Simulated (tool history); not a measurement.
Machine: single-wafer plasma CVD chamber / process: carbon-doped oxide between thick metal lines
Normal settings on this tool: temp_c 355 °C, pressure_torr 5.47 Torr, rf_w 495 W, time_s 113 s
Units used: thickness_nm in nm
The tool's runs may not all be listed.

run    day  temp_c  pressure_torr  rf_w  time_s  read-back reference wafer on the same gauge, thickness_nm  thickness_nm
  1  0.000     348           5.47   495     113                                                    576.502       616.322
  2  0.596     355           4.70   495     113                                                    576.388       586.112
  3  1.308     355           4.70   495     113                                                    575.763       584.544
  4  2.038     355           4.70   495     113                                                    574.305       583.546
     2.558  -- gauge calibrated
     2.683  -- showerhead replaced
  5  2.704     355           5.47   495     118                                                    578.174       633.992
  6  3.129     355           5.47   495     118                                                    578.206       632.607
  7  3.458     355           5.47   495     113                                                    578.133       605.002
     3.988  -- thermocouple changed; heater temperature recalibrated
  8  4.104     344           6.24   410     124                                                    577.721       619.418
  9  4.450     349           6.11   495     113                                                    578.024       625.539
     4.917  -- capacitance manometer re-zeroed and calibrated
 10  4.938     355           5.47   495     113                                                    577.681       605.256
     5.375  -- RF generator calibrated
 11  5.396     355           5.47   495      91                                                    577.124       488.220
 12  5.867     348           5.47   450     102                                                    577.509       526.203
 13  6.196     355           4.70   495     113                                                    576.739       585.825
 14  6.888     355           5.47   495     113                                                    576.952       601.844
 15  7.771     355           5.47   560     113                                                    576.125       646.980

Consider 4 possible next runs. They are alternatives, not a sequence: every one starts from the tool as it was left by run 15. What does each give?
  A  7.788     355           5.47   495     113                                                          ?             ?
  B  7.788     344           4.33   495     113                                                          ?             ?
  C  7.788     355           4.78   495     113                                                          ?             ?
  D  7.788     361           4.80   585     113                                                          ?             ?

run  read-back reference wafer on the same gauge, thickness_nm  thickness_nm
  A                                                    576.015       601.528
  B                                                    576.015       593.770
  C                                                    576.015       585.921
  D                                                    576.015       636.086
Stripped of hidden state, with their random variation kept, the same runs would have yielded:
run  thickness_nm
  A       603.593
  B       595.809
  C       587.933
  D       638.270
